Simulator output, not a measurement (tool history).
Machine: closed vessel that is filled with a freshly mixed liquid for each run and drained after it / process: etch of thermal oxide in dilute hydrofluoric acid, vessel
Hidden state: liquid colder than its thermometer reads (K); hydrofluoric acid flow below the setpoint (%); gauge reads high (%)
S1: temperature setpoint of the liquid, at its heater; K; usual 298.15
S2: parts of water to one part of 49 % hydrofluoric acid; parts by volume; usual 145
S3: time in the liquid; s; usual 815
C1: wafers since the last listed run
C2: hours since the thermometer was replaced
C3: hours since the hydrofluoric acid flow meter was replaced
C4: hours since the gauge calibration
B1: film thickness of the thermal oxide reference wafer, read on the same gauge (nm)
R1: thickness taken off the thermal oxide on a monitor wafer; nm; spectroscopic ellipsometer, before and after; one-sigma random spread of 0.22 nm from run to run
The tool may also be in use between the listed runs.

| run | day | S1 | S2 | S3 | C1 | C2 | C3 | C4 | B1 | R1 |
|---|---|---|---|---|---|---|---|---|---|---|
| 1 | 0.000 | 301.15 | 145 | 815 | 0 | 1376.6 | 1151.5 | 580.9 | 89.99 | 23.94 |
| 2 | 2.879 | 301.15 | 145 | 815 | 4106 | 1445.7 | 1220.6 | 650.0 | 89.97 | 23.67 |
| 3 | 3.950 | 298.15 | 145 | 815 | 1527 | 1471.4 | 1246.3 | 675.7 | 89.96 | 21.01 |
| 4 | 6.104 | 298.15 | 145 | 815 | 3072 | 1523.1 | 1298.0 | 727.4 | 90.00 | 20.88 |
| 5 | 7.867 | 298.15 | 145 | 815 | 2514 | 1565.4 | 1340.3 | 769.7 | 90.02 | 20.64 |
| 6 | 13.158 | 298.15 | 180 | 920 | 7548 | 1692.4 | 1467.3 | 896.7 | 89.99 | 17.90 |
| 7 | 15.200 | 298.15 | 145 | 815 | 2912 | 1741.4 | 1516.3 | 945.7 | 89.97 | 20.40 |
| 8 | 17.379 | 298.15 | 145 | 815 | 3108 | 1793.7 | 1568.6 | 998.0 | 90.01 | 20.01 |
| 9 | 19.579 | 298.15 | 145 | 815 | 3138 | 1846.5 | 1621.4 | 1050.8 | 90.00 | 19.76 |
|  | 19.654 | hydrofluoric acid flow meter replaced |
|  | 20.071 | thermometer replaced |
| 10 | 21.808 | 299.65 | 165 | 1045 | 3060 | 41.7 | 51.7 | 1104.3 | 90.02 | 27.36 |
|  | 22.538 | gauge calibrated |
| 11 | 23.875 | 298.15 | 145 | 815 | 2948 | 91.3 | 101.3 | 32.1 | 90.03 | 24.24 |
| 12 | 25.500 | 295.15 | 85 | 1045 | 2317 | 130.3 | 140.3 | 71.1 | 89.98 | 49.85 |
| 13 | 26.871 | 295.15 | 165 | 485 | 1955 | 163.2 | 173.2 | 104.0 | 89.98 | 10.80 |
| 14 | 28.058 | 298.15 | 145 | 815 | 1693 | 191.7 | 201.7 | 132.5 | 90.00 | 23.36 |
| 15 | 30.500 | 295.15 | 145 | 1000 | 3482 | 250.3 | 260.3 | 191.1 | 90.04 | 25.85 |
| 16 | 33.304 | 298.15 | 105 | 815 | 4000 | 317.6 | 327.6 | 258.4 | 89.99 | 34.17 |
| 17 | 35.096 | 296.15 | 200 | 815 | 2555 | 360.6 | 370.6 | 301.4 | 90.00 | 14.92 |
| 18 | 43.288 | 294.15 | 110 | 545 | 11685 | 557.2 | 567.2 | 498.0 | 90.03 | 17.95 |
| 19 | 45.596 | 302.65 | 110 | 815 | 3292 | 612.6 | 622.6 | 553.4 | 90.01 | 37.42 |

Here are 5 independent what-if runs from the current tool condition. What would each one return?
| A | 45.633 | 298.15 | 145 | 815 | 53 | 613.5 | 623.5 | 554.3 | ? | ? |
| B | 45.633 | 302.15 | 145 | 1130 | 53 | 613.5 | 623.5 | 554.3 | ? | ? |
| C | 45.633 | 298.15 | 145 | 680 | 53 | 613.5 | 623.5 | 554.3 | ? | ? |
| D | 45.633 | 300.15 | 145 | 620 | 53 | 613.5 | 623.5 | 554.3 | ? | ? |
| E | 45.633 | 295.15 | 145 | 815 | 53 | 613.5 | 623.5 | 554.3 | ? | ? |

| run | B1 | R1 |
|---|---|---|
| A | 89.96 | 23.09 |
| B | 89.96 | 37.18 |
| C | 89.96 | 19.26 |
| D | 89.96 | 18.94 |
| E | 89.96 | 20.55 |
Without the tool's unlogged condition, the same runs would have read:
| run | R1 |
|---|---|
| A | 24.75 |
| B | 39.83 |
| C | 20.65 |
| D | 20.30 |
| E | 22.05 |
